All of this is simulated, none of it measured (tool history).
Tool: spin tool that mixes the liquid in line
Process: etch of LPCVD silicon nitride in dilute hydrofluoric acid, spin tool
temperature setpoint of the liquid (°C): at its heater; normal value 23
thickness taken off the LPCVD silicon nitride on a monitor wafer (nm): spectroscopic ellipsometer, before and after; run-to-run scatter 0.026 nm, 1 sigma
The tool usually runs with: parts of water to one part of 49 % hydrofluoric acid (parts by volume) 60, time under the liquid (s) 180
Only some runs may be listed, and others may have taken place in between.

run     day  temperature setpoint of the liquid (°C)  parts of water to one part of 49 % hydrofluoric acid (parts by volume)  time under the liquid (s)  read-back film thickness of the LPCVD silicon nitride reference wafer, read on the same gauge (nm)  thickness taken off the LPCVD silicon nitride on a monitor wafer (nm)
  1       0                                       23                                                                      60                        180                                                                                              90.017                                                                  1.352
  2    0.95                                       23                                                                      60                        180                                                                                              89.999                                                                  1.395
  3   1.571                                       23                                                                      60                        180                                                                                              90.027                                                                  1.356
  4   2.158                                       23                                                                      60                        180                                                                                              89.989                                                                  1.463
      2.767  -- hydrofluoric acid flow meter replaced
  5   3.112                                       23                                                                      60                        180                                                                                              89.988                                                                  1.346
      3.304  -- gauge calibrated
  6   4.367                                       23                                                                      60                        180                                                                                              89.993                                                                  1.389
  7     4.9                                       23                                                                      60                        120                                                                                              89.978                                                                  0.965
  8   5.817                                       23                                                                      60                        120                                                                                              89.978                                                                  0.967
  9   6.638                                       23                                                                      60                        100                                                                                              90.017                                                                  0.781
 10   7.546                                     25.5                                                                      60                        230                                                                                              90.004                                                                  2.132
 11   8.321                                       28                                                                      60                        210                                                                                               90.01                                                                  2.378
 12   9.067                                       21                                                                      60                        180                                                                                              90.014                                                                  1.246
 13   9.942                                     19.5                                                                      60                        180                                                                                              89.972                                                                  1.119
 14   11.05                                       23                                                                      60                        180                                                                                              89.994                                                                  1.394
 15  12.433                                       23                                                                      50                         95                                                                                              89.991                                                                  0.907
 16  13.333                                       27                                                                      45                        135                                                                                              89.977                                                                  1.911
 17  14.304                                       23                                                                      60                        180                                                                                              89.998                                                                  1.483
 18  15.071                                       26                                                                      35                        110                                                                                              89.996                                                                  1.829
 19  16.042                                       23                                                                      85                        120                                                                                              90.008                                                                  0.706
 20  17.496                                       23                                                                      60                        100                                                                                              90.004                                                                   0.79
 21  18.971                                       23                                                                      60                        180                                                                                               90.02                                                                  1.527
 22  19.875                                       21                                                                      40                        180                                                                                              89.976                                                                  1.901
 23  20.817                                       23                                                                      60                        180                                                                                              90.024                                                                  1.501
 24  21.912                                       23                                                                      60                        180                                                                                              90.008                                                                  1.531
 25    22.8                                       23                                                                      35                        180                                                                                              89.983                                                                  2.527
     23.429  -- thermometer replaced
 26  26.167                                       23                                                                      90                        115                                                                                              89.967                                                                  0.542
 27  27.012                                       23                                                                      60                        180                                                                                              90.005                                                                  1.216
 28  28.462                                       23                                                                      60                        180                                                                                              90.015                                                                  1.295
 29   29.75                                       23                                                                      60                        280                                                                                              89.971                                                                  2.044
 30  30.562                                     20.5                                                                      35                        100                                                                                              89.971                                                                  1.036
 31  31.912                                       23                                                                      60                        235                                                                                                  90                                                                  1.674
 32  32.683                                       23                                                                      60                        180                                                                                              90.006                                                                  1.273
 33  33.917                                     20.5                                                                      75                        230                                                                                              89.996                                                                   1.14

Here are 4 independent what-if runs from the current tool condition. What would each one return?
  A  33.938                                       27                                                                      60                        180                                                                                                   ?                                                                      ?
  B  33.938                                     25.5                                                                      60                        180                                                                                                   ?                                                                      ?
  C  33.938                                       23                                                                      30                        180                                                                                                   ?                                                                      ?
  D  33.938                                       19                                                                      70                        180                                                                                                   ?                                                                      ?

run  read-back film thickness of the LPCVD silicon nitride reference wafer, read on the same gauge (nm)  thickness taken off the LPCVD silicon nitride on a monitor wafer (nm)
  A                                                                                              90.009                                                                  1.673
  B                                                                                              90.009                                                                  1.516
  C                                                                                              90.009                                                                  2.523
  D                                                                                              90.009                                                                  0.841
The same runs, with their run-to-run variation unchanged, on a tool lacking any hidden condition would have given:
run  thickness taken off the LPCVD silicon nitride on a monitor wafer (nm)
  A                                                                  1.587
  B                                                                  1.437
  C                                                                  2.387
  D                                                                  0.795
